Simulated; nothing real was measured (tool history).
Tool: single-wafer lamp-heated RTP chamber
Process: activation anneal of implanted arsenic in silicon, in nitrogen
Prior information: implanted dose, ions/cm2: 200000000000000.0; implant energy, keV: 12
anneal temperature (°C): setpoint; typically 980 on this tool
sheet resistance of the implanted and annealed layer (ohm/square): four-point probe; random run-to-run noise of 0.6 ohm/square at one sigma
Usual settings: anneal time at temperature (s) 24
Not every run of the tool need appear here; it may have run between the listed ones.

run	hour	anneal temperature (°C)	anneal time at temperature (s)	read-back reference wafer on the same gauge, sheet resistance	sheet resistance of the implanted and annealed layer (ohm/square)
1	0.0	980	24	481.00	403.15
2	101.6	980	20	481.20	404.26
# hour 285.0: pyrometer window cleaned and pyrometer calibrated
3	290.3	959	35	480.95	403.94
# hour 353.1: reflector plate cleaned
4	380.5	959	35	481.06	404.93
5	481.2	959	35	480.83	403.67
6	585.7	990	29	481.04	400.91
7	686.1	980	24	480.92	403.30
8	742.8	980	24	481.02	402.96
9	831.2	980	24	481.09	402.90
10	877.0	980	24	481.24	402.62
11	979.7	980	24	481.02	402.05
# hour 1029.3: reflector plate cleaned
12	1051.8	969	24	480.92	403.47
13	1097.1	969	24	481.08	404.72
# hour 1135.1: pyrometer window cleaned and pyrometer calibrated
14	1139.4	998	24	481.04	399.48
15	1198.3	995	16	480.92	402.65
16	1271.9	995	33	480.97	398.93
17	1337.9	1001	24	481.00	399.80
18	1381.3	980	24	480.97	402.47
19	1451.4	1003	33	480.97	395.63
20	1557.7	980	24	481.00	403.34
# hour 1615.9: gauge calibrated
21	1635.8	980	24	481.16	402.95
# hour 1699.8: reflector plate cleaned
22	1700.3	1004	18	480.84	401.11
23	1778.6	1004	34	480.85	396.64
# hour 1831.8: pyrometer window cleaned and pyrometer calibrated
24	1860.5	980	24	480.90	402.98
25	1899.1	980	24	481.02	403.23
26	1940.5	1001	37	481.01	397.67
27	2043.3	988	20	480.89	403.84
28	2134.6	996	28	481.13	399.65
29	2239.3	970	20	481.14	404.82
# hour 2348.1: reflector plate cleaned
30	2348.6	980	38	481.14	399.47
31	2415.6	963	15	481.16	406.50
32	2481.6	996	10	480.96	405.63
# hour 2520.4: pyrometer window cleaned and pyrometer calibrated
33	2794.4	995	16	480.92	403.31
34	2886.3	967	24	481.10	404.70

Predict the results of run 35:
35	2937.7	980	24	?	?

read-back reference wafer on the same gauge, sheet resistance: 480.90
sheet resistance of the implanted and annealed layer (ohm/square): 403.11
Take away the tool's hidden state, keep the run-to-run variation as it was, and the same run would have given sheet resistance of the implanted and annealed layer (ohm/square) 403.11.
